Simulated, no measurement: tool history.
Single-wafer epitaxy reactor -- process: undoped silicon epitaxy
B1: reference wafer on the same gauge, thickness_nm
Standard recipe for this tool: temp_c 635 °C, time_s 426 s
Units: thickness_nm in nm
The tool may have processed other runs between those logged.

run 1 hour=0 | temp_c=645 time_s=426 | B1=45.569 | thickness_nm=61.989
run 2 hour=12 | temp_c=645 time_s=426 | B1=45.554 | thickness_nm=61.724
run 3 hour=35.7 | temp_c=645 time_s=426 | B1=45.628 | thickness_nm=61.965
run 4 hour=54.4 | temp_c=635 time_s=426 | B1=45.578 | thickness_nm=47.907
run 5 hour=81.4 | temp_c=631 time_s=426 | B1=45.566 | thickness_nm=43.013
run 6 hour=98.1 | temp_c=635 time_s=394 | B1=45.646 | thickness_nm=44.56
run 7 hour=131.4 | temp_c=629 time_s=426 | B1=45.606 | thickness_nm=40.974
run 8 hour=152.4 | temp_c=629 time_s=426 | B1=45.666 | thickness_nm=40.785
run 9 hour=188.2 | temp_c=629 time_s=426 | B1=45.592 | thickness_nm=41.257
run 10 hour=213.9 | temp_c=625 time_s=426 | B1=45.6 | thickness_nm=36.919
run 11 hour=227.9 | temp_c=635 time_s=426 | B1=45.617 | thickness_nm=47.998
run 12 hour=244.7 | temp_c=635 time_s=426 | B1=45.524 | thickness_nm=47.883
run 13 hour=277.9 | temp_c=635 time_s=426 | B1=45.581 | thickness_nm=48.15
run 14 hour=308.7 | temp_c=635 time_s=426 | B1=45.561 | thickness_nm=47.991
run 15 hour=344 | temp_c=635 time_s=426 | B1=45.628 | thickness_nm=47.969
run 16 hour=372.5 | temp_c=635 time_s=426 | B1=45.519 | thickness_nm=48.062
run 17 hour=395.8 | temp_c=635 time_s=426 | B1=45.57 | thickness_nm=47.943
run 18 hour=415.4 | temp_c=635 time_s=426 | B1=45.549 | thickness_nm=47.894
run 19 hour=445.2 | temp_c=635 time_s=426 | B1=45.574 | thickness_nm=47.975
run 20 hour=465.3 | temp_c=645 time_s=398 | B1=45.582 | thickness_nm=57.81
run 21 hour=477.5 | temp_c=644 time_s=448 | B1=45.58 | thickness_nm=63.918
run 22 hour=509.6 | temp_c=626 time_s=426 | B1=45.641 | thickness_nm=37.868
run 23 hour=530 | temp_c=648 time_s=396 | B1=45.609 | thickness_nm=62.189
run 24 hour=564.2 | temp_c=635 time_s=426 | B1=45.593 | thickness_nm=47.944
run 25 hour=591.9 | temp_c=629 time_s=426 | B1=45.625 | thickness_nm=41.117
run 26 hour=625.7 | temp_c=650 time_s=372 | B1=45.609 | thickness_nm=61.338
run 27 hour=643.8 | temp_c=635 time_s=426 | B1=45.605 | thickness_nm=48.138
run 28 hour=672.8 | temp_c=624 time_s=511 | B1=45.568 | thickness_nm=43.241
run 29 hour=691.9 | temp_c=635 time_s=349 | B1=45.55 | thickness_nm=39.654
-- hour=713.9 pyrometer calibrated
run 30 hour=714.4 | temp_c=624 time_s=426 | B1=45.692 | thickness_nm=37.348
run 31 hour=744.9 | temp_c=646 time_s=469 | B1=45.664 | thickness_nm=71.604
run 32 hour=761.2 | temp_c=640 time_s=507 | B1=45.601 | thickness_nm=66.96
-- hour=775.7 gauge calibrated
run 33 hour=809.9 | temp_c=621 time_s=403 | B1=45.618 | thickness_nm=32.817
run 34 hour=828.6 | temp_c=625 time_s=503 | B1=45.624 | thickness_nm=45.404
run 35 hour=861.3 | temp_c=641 time_s=387 | B1=45.617 | thickness_nm=53.051
run 36 hour=889.3 | temp_c=635 time_s=426 | B1=45.58 | thickness_nm=50.061
run 37 hour=906.5 | temp_c=635 time_s=426 | B1=45.583 | thickness_nm=50.138
-- hour=923.7 pyrometer calibrated, repeated, since the last time left the tool worse
run 38 hour=931.4 | temp_c=640 time_s=400 | B1=45.617 | thickness_nm=49.335
run 39 hour=952 | temp_c=635 time_s=378 | B1=45.682 | thickness_nm=41.132
run 40 hour=1043.2 | temp_c=648 time_s=449 | B1=45.625 | thickness_nm=68.685

Consider 5 possible next runs. They are alternatives, not a sequence: every one starts from the tool as it was left by run 40. What does each give?
run A hour=1043.7 | temp_c=635 time_s=450 | B1=? | thickness_nm=?
run B hour=1043.7 | temp_c=647 time_s=365 | B1=? | thickness_nm=?
run C hour=1043.7 | temp_c=647 time_s=426 | B1=? | thickness_nm=?
run D hour=1043.7 | temp_c=644 time_s=380 | B1=? | thickness_nm=?
run E hour=1043.7 | temp_c=622 time_s=387 | B1=? | thickness_nm=?

run=A B1=45.701 thickness_nm=49.331
run=B B1=45.701 thickness_nm=54.19
run=C B1=45.701 thickness_nm=63.247
run=D B1=45.701 thickness_nm=52.342
run=E B1=45.701 thickness_nm=30.226
With the hidden condition removed and each run's random variation left untouched, the same runs would have given:
run=A thickness_nm=49.123
run=B thickness_nm=53.968
run=C thickness_nm=62.987
run=D thickness_nm=52.126
run=E thickness_nm=30.094
